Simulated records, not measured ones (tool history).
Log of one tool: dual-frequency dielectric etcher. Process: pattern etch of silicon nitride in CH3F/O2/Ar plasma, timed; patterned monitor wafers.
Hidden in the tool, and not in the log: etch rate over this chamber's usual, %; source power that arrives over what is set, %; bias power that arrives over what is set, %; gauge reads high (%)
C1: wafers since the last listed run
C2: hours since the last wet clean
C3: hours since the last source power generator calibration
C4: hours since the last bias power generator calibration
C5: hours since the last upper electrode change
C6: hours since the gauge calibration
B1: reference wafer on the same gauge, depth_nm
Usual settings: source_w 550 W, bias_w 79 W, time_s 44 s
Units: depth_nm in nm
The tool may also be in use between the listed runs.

run 1 hour=0 | source_w=550 bias_w=75 time_s=44 | C1=0 C2=432.8 C3=4277.1 C4=1447.4 C5=4396.5 C6=1231.6 | B1=28.84 | depth_nm=32.14
-- hour=10.5 gauge calibrated
run 2 hour=59.7 | source_w=550 bias_w=75 time_s=44 | C1=770 C2=492.5 C3=4336.8 C4=1507.1 C5=4456.2 C6=49.2 | B1=28.88 | depth_nm=32.51
-- hour=105.6 wet clean of the chamber
run 3 hour=123 | source_w=550 bias_w=75 time_s=44 | C1=507 C2=17.4 C3=4400.1 C4=1570.4 C5=4519.5 C6=112.5 | B1=28.94 | depth_nm=32.52
-- hour=140.8 source power generator calibrated
run 4 hour=177.8 | source_w=550 bias_w=67 time_s=44 | C1=655 C2=72.2 C3=37 C4=1625.2 C5=4574.3 C6=167.3 | B1=28.94 | depth_nm=30.96
run 5 hour=240.5 | source_w=550 bias_w=67 time_s=44 | C1=808 C2=134.9 C3=99.7 C4=1687.9 C5=4637 C6=230 | B1=28.88 | depth_nm=31.1
run 6 hour=301.2 | source_w=550 bias_w=79 time_s=44 | C1=783 C2=195.6 C3=160.4 C4=1748.6 C5=4697.7 C6=290.7 | B1=28.88 | depth_nm=32.95
run 7 hour=356.4 | source_w=550 bias_w=79 time_s=44 | C1=712 C2=250.8 C3=215.6 C4=1803.8 C5=4752.9 C6=345.9 | B1=28.85 | depth_nm=32.83
run 8 hour=413.6 | source_w=610 bias_w=79 time_s=37.5 | C1=738 C2=308 C3=272.8 C4=1861 C5=4810.1 C6=403.1 | B1=28.83 | depth_nm=29.12
run 9 hour=450.6 | source_w=550 bias_w=79 time_s=44 | C1=477 C2=345 C3=309.8 C4=1898 C5=4847.1 C6=440.1 | B1=28.88 | depth_nm=33.05
-- hour=488.5 upper electrode replaced
run 10 hour=522.4 | source_w=550 bias_w=79 time_s=44 | C1=616 C2=416.8 C3=381.6 C4=1969.8 C5=33.9 C6=511.9 | B1=28.89 | depth_nm=33.05
run 11 hour=584.8 | source_w=550 bias_w=79 time_s=44 | C1=805 C2=479.2 C3=444 C4=2032.2 C5=96.3 C6=574.3 | B1=28.86 | depth_nm=33.14
run 12 hour=628.2 | source_w=550 bias_w=79 time_s=44 | C1=559 C2=522.6 C3=487.4 C4=2075.6 C5=139.7 C6=617.7 | B1=28.91 | depth_nm=32.83
run 13 hour=677 | source_w=640 bias_w=79 time_s=44 | C1=629 C2=571.4 C3=536.2 C4=2124.4 C5=188.5 C6=666.5 | B1=28.9 | depth_nm=34.78
-- hour=709.1 bias power generator calibrated
-- hour=720.6 wet clean of the chamber
run 14 hour=721.1 | source_w=490 bias_w=73 time_s=40.5 | C1=368 C2=0.5 C3=580.3 C4=12 C5=232.6 C6=710.6 | B1=28.85 | depth_nm=28.1
run 15 hour=736.1 | source_w=660 bias_w=79 time_s=50.5 | C1=193 C2=15.5 C3=595.3 C4=27 C5=247.6 C6=725.6 | B1=28.88 | depth_nm=39.9
run 16 hour=761.4 | source_w=550 bias_w=79 time_s=51 | C1=326 C2=40.8 C3=620.6 C4=52.3 C5=272.9 C6=750.9 | B1=28.88 | depth_nm=37.86
run 17 hour=819.4 | source_w=460 bias_w=73 time_s=32.5 | C1=748 C2=98.8 C3=678.6 C4=110.3 C5=330.9 C6=808.9 | B1=28.88 | depth_nm=22.02
run 18 hour=885.2 | source_w=600 bias_w=64 time_s=44 | C1=848 C2=164.6 C3=744.4 C4=176.1 C5=396.7 C6=874.7 | B1=28.84 | depth_nm=31.42

Forecast run 19:
run 19 hour=938 | source_w=610 bias_w=84 time_s=55 | C1=681 C2=217.4 C3=797.2 C4=228.9 C5=449.5 C6=927.5 | B1=? | depth_nm=?

B1: 28.92
depth_nm: 42.79 nm
Without the tool's hidden state the same run would have given depth_nm 42.92 nm.
